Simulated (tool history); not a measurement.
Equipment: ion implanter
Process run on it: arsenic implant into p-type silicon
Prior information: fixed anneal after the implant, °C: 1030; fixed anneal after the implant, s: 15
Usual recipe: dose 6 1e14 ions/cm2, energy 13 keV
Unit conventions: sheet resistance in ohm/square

| run | hour | dose | energy | read-back reference wafer on the same gauge, sheet resistance | sheet resistance |
|---|---|---|---|---|---|
| 1 | 0 | 7.27 | 13 | 189.07 | 155.32 |
| 2 | 31.3 | 5.09 | 12 | 188.84 | 198.96 |
| 3 | 45.6 | 5.09 | 12 | 189.06 | 199.9 |
| 4 | 70 | 5.09 | 12 | 188.93 | 197.97 |
| 5 | 91.4 | 6 | 13 | 188.91 | 175.45 |
| 6 | 119.4 | 6 | 13 | 188.88 | 175.04 |
| 7 | 152.3 | 6 | 13 | 188.95 | 174.95 |
| 8 | 184.7 | 6 | 13 | 189.01 | 174.16 |
| 9 | 215.2 | 4.77 | 13 | 189.23 | 204.6 |
| 10 | 250.5 | 6 | 13 | 188.99 | 173 |
| 11 | 282.8 | 4.29 | 11.5 | 189.06 | 222.79 |
| 12 | 300.9 | 6 | 16.5 | 189.14 | 168.78 |
|  | 349.7 | Faraday cup replaced and dose calibrated |
| 13 | 350.2 | 6 | 13 | 189 | 177.96 |
|  | 358.2 | gauge calibrated |
|  | 391.8 | extraction supply calibrated |
| 14 | 392.3 | 4.35 | 13 | 189.06 | 223.86 |
| 15 | 411.8 | 6.8 | 15 | 189.01 | 161.97 |
| 16 | 440.1 | 6 | 16 | 188.84 | 173.7 |
| 17 | 452.2 | 6 | 13 | 189.16 | 177.72 |
| 18 | 480.1 | 4.68 | 14.5 | 189.04 | 211.49 |
| 19 | 494.7 | 6 | 13 | 188.95 | 178.68 |
| 20 | 510.2 | 7.79 | 11.5 | 189.04 | 152.17 |

What if the next run were any one of these 3? Each begins from the tool's condition after run 20:
| A | 510.6 | 6 | 13 | ? | ? |
| B | 510.6 | 7.76 | 15.5 | ? | ? |
| C | 510.6 | 6 | 11 | ? | ? |

| run | read-back reference wafer on the same gauge, sheet resistance | sheet resistance |
|---|---|---|
| A | 189.26 | 178.22 |
| B | 189.26 | 146.53 |
| C | 189.26 | 180.91 |
With the hidden condition removed and each run's random variation left untouched, the same runs would have given:
| run | sheet resistance |
|---|---|
| A | 178.58 |
| B | 146.8 |
| C | 181.27 |
